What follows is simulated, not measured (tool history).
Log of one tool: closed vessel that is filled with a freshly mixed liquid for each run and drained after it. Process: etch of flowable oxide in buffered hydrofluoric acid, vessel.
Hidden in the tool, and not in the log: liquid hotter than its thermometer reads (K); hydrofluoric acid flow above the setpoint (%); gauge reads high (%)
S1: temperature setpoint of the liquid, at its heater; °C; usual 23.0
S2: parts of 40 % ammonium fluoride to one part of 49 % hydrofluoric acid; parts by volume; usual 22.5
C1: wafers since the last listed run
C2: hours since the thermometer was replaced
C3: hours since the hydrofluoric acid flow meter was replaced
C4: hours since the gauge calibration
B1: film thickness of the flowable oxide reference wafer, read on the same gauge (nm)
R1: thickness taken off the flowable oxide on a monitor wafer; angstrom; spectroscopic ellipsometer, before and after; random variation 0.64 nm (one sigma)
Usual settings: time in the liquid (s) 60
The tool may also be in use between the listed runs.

Run 1, day 0.000: usual settings; C1 0; C2 1202.2; C3 767.4; C4 150.2; B1 80.00. Result: R1 918.6 angstrom.
Run 2, day 0.867: usual settings; C1 2447; C2 1223.0; C3 788.2; C4 171.0; B1 79.97. Result: R1 924.6 angstrom.
Run 3, day 1.779: usual settings; C1 2576; C2 1244.9; C3 810.1; C4 192.9; B1 79.96. Result: R1 934.2 angstrom.
Run 4, day 2.546: usual settings; C1 2164; C2 1263.3; C3 828.5; C4 211.3; B1 79.99. Result: R1 943.4 angstrom.
Run 5, day 3.958: usual settings; C1 3988; C2 1297.2; C3 862.4; C4 245.2; B1 80.02. Result: R1 926.3 angstrom.
Run 6, day 5.404: usual settings but S2 25.0 parts by volume, time in the liquid (s) 50; C1 4082; C2 1331.9; C3 897.1; C4 279.9; B1 79.98. Result: R1 730.9 angstrom.
At day 5.546: gauge calibrated.
Run 7, day 6.362: usual settings; C1 2706; C2 1354.9; C3 920.1; C4 19.6; B1 80.00. Result: R1 949.3 angstrom.
At day 7.325: thermometer replaced.
At day 7.717: hydrofluoric acid flow meter replaced.
Run 8, day 7.738: usual settings but S1 28.0 °C, time in the liquid (s) 90; C1 3647; C2 9.9; C3 0.5; C4 52.6; B1 79.99. Result: R1 1710.7 angstrom.
Run 9, day 9.146: usual settings; C1 3976; C2 43.7; C3 34.3; C4 86.4; B1 79.96. Result: R1 877.5 angstrom.
Run 10, day 9.879: usual settings but S1 25.5 °C, S2 18.5 parts by volume; C1 2070; C2 61.3; C3 51.9; C4 104.0; B1 79.98. Result: R1 1200.6 angstrom.
Run 11, day 11.179: usual settings but S1 21.0 °C, time in the liquid (s) 35; C1 3670; C2 92.5; C3 83.1; C4 135.2; B1 80.00. Result: R1 459.1 angstrom.
Run 12, day 12.217: usual settings but S1 27.0 °C, S2 17.5 parts by volume, time in the liquid (s) 85; C1 2929; C2 117.4; C3 108.0; C4 160.1; B1 80.03. Result: R1 1944.9 angstrom.
Run 13, day 13.496: usual settings but S1 25.0 °C; C1 3612; C2 148.1; C3 138.7; C4 190.8; B1 80.00. Result: R1 974.2 angstrom.

Forecast run 14:
Run 14, day 14.088: usual settings but time in the liquid (s) 40; C1 1670; C2 162.3; C3 152.9; C4 205.0; B1 ?. Result: R1 ?.

Run 14 gave B1 79.94, R1 586.9 angstrom.
Without the tool's hidden state the same run would have given R1 567.6 angstrom.
